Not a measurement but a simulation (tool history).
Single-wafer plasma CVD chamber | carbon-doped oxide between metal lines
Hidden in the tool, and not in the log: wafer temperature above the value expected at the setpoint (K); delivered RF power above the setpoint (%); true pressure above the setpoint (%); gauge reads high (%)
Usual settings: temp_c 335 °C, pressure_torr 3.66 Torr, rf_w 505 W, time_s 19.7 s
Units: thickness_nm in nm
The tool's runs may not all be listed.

run	day	temp_c	pressure_torr	rf_w	time_s	wafers since the last listed run	hours since the last thermocouple change	hours since the last RF generator calibration	hours since the last manometer calibration	hours since the showerhead was replaced	hours since the gauge calibration	read-back reference wafer on the same gauge, thickness_nm	thickness_nm
1	0.000	335	3.66	505	19.7	0	1107.8	1135.4	2087.3	6951.4	83.7	108.020	105.185
2	0.733	335	3.66	505	19.7	383	1125.4	1153.0	2104.9	6969.0	101.3	107.992	104.739
3	1.088	324	3.66	540	19.7	185	1133.9	1161.5	2113.4	6977.5	109.8	107.980	111.807
4	1.458	324	3.66	540	19.7	194	1142.8	1170.4	2122.3	6986.4	118.7	108.027	111.767
5	2.117	324	3.66	540	19.7	344	1158.6	1186.2	2138.1	7002.2	134.5	107.972	111.598
6	2.533	335	3.66	505	19.7	218	1168.6	1196.2	2148.1	7012.2	144.5	108.008	104.313
7	2.812	335	3.66	505	19.7	146	1175.3	1202.9	2154.8	7018.9	151.2	108.029	104.543
8	3.075	339	3.66	505	16.6	137	1181.6	1209.2	2161.1	7025.2	157.5	107.992	87.553
# day 3.708: capacitance manometer re-zeroed and calibrated
9	3.750	331	4.29	560	16.7	178	1197.8	1225.4	1.0	7041.4	173.7	108.025	95.891
# day 4.196: showerhead replaced, of another model than before
# day 4.529: gauge calibrated
# day 4.617: thermocouple changed; heater temperature recalibrated
10	4.638	335	3.66	505	19.7	115	0.5	1246.7	22.3	10.6	2.6	108.005	106.253
11	4.650	335	3.66	505	19.7	6	0.8	1247.0	22.6	10.9	2.9	108.000	106.574
# day 5.433: RF generator calibrated
12	5.454	335	2.83	465	19.7	246	20.1	0.5	41.9	30.2	22.2	107.952	104.792

The next listed run, before its measurement:
13	5.929	322	4.36	460	17.1	248	31.5	11.9	53.3	41.6	33.6	?	?

Run 13 gave read-back reference wafer on the same gauge, thickness_nm 107.991, thickness_nm 97.583 nm.
Without the tool's hidden state the same run would have given thickness_nm 97.670 nm.

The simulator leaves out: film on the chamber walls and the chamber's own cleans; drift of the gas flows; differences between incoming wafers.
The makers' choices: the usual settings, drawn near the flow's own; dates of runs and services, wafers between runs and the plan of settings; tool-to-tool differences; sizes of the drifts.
